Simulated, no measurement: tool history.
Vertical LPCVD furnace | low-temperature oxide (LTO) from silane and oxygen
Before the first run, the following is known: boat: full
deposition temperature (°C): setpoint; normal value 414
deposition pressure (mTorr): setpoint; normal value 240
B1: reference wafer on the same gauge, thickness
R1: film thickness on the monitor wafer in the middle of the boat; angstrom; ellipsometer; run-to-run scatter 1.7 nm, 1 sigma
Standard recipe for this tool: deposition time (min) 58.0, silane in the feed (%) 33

Run 1, hour 0.0: usual settings but silane in the feed (%) 29; B1 568.71. Result: R1 4322.0 angstrom.
Run 2, hour 46.0: usual settings but silane in the feed (%) 29; B1 569.07. Result: R1 4324.0 angstrom.
Run 3, hour 72.9: usual settings but silane in the feed (%) 29; B1 569.37. Result: R1 4314.8 angstrom.
Run 4, hour 133.8: usual settings but deposition time (min) 67.5; B1 569.01. Result: R1 6001.9 angstrom.
Run 5, hour 172.7: usual settings; B1 568.64. Result: R1 5168.3 angstrom.
Run 6, hour 234.4: usual settings; B1 569.69. Result: R1 5131.4 angstrom.
Run 7, hour 262.1: usual settings; B1 569.07. Result: R1 5153.8 angstrom.
Run 8, hour 326.2: usual settings; B1 568.85. Result: R1 5148.4 angstrom.
Run 9, hour 351.5: usual settings; B1 568.78. Result: R1 5124.6 angstrom.
Run 10, hour 399.9: usual settings; B1 568.55. Result: R1 5137.9 angstrom.
At hour 453.5: pressure gauge zeroed.
Run 11, hour 461.4: usual settings; B1 568.37. Result: R1 5374.3 angstrom.
At hour 490.6: silane flow controller replaced.
Run 12, hour 491.1: usual settings; B1 569.45. Result: R1 5376.4 angstrom.
At hour 531.2: gauge calibrated.
Run 13, hour 536.9: usual settings but deposition temperature (°C) 404; B1 569.41. Result: R1 4822.1 angstrom.
Run 14, hour 599.3: usual settings but deposition pressure (mTorr) 185, deposition time (min) 46.0, silane in the feed (%) 35; B1 569.04. Result: R1 3528.7 angstrom.
Run 15, hour 654.6: usual settings; B1 568.57. Result: R1 5381.5 angstrom.
Run 16, hour 702.2: usual settings; B1 569.02. Result: R1 5396.4 angstrom.
At hour 756.3: thermocouples replaced and temperature profile calibrated.
Run 17, hour 759.6: usual settings but deposition pressure (mTorr) 260, silane in the feed (%) 36; B1 569.24. Result: R1 6278.8 angstrom.
Run 18, hour 810.0: usual settings but deposition pressure (mTorr) 185; B1 569.22. Result: R1 3970.4 angstrom.
Run 19, hour 845.5: usual settings but deposition pressure (mTorr) 220, deposition time (min) 65.0; B1 569.24. Result: R1 5328.9 angstrom.
Run 20, hour 894.0: usual settings but deposition temperature (°C) 424, deposition pressure (mTorr) 195, deposition time (min) 41.0; B1 568.85. Result: R1 3293.8 angstrom.
Run 21, hour 955.8: usual settings but deposition temperature (°C) 411, silane in the feed (%) 30; B1 568.94. Result: R1 4401.3 angstrom.
Run 22, hour 1007.5: usual settings but deposition pressure (mTorr) 265, silane in the feed (%) 29; B1 568.11. Result: R1 4780.0 angstrom.

Difference, measured minus no-hidden-state, one row per run. Run-to-run variation is common to both terms; the gauge's own scatter need not be:
Hidden state present: true tube temperature minus thermocouple reading, K; true pressure minus gauge reading, mTorr; deviation of the silane flow from its setpoint, %; gauge reads high (%).
run      R1
  1   -34.8
  2   -39.6
  3   -42.4
  4   -76.5
  5   -71.3
  6   -79.7
  7   -84.2
  8   -94.0
  9   -97.6
 10  -105.6
 11  +148.3
 12  +149.1
 13  +142.8
 14   +80.4
 15  +152.4
 16  +153.3
 17   -91.9
 18   -73.9
 19   -72.2
 20   -46.8
 21   -32.0
 22   -18.0
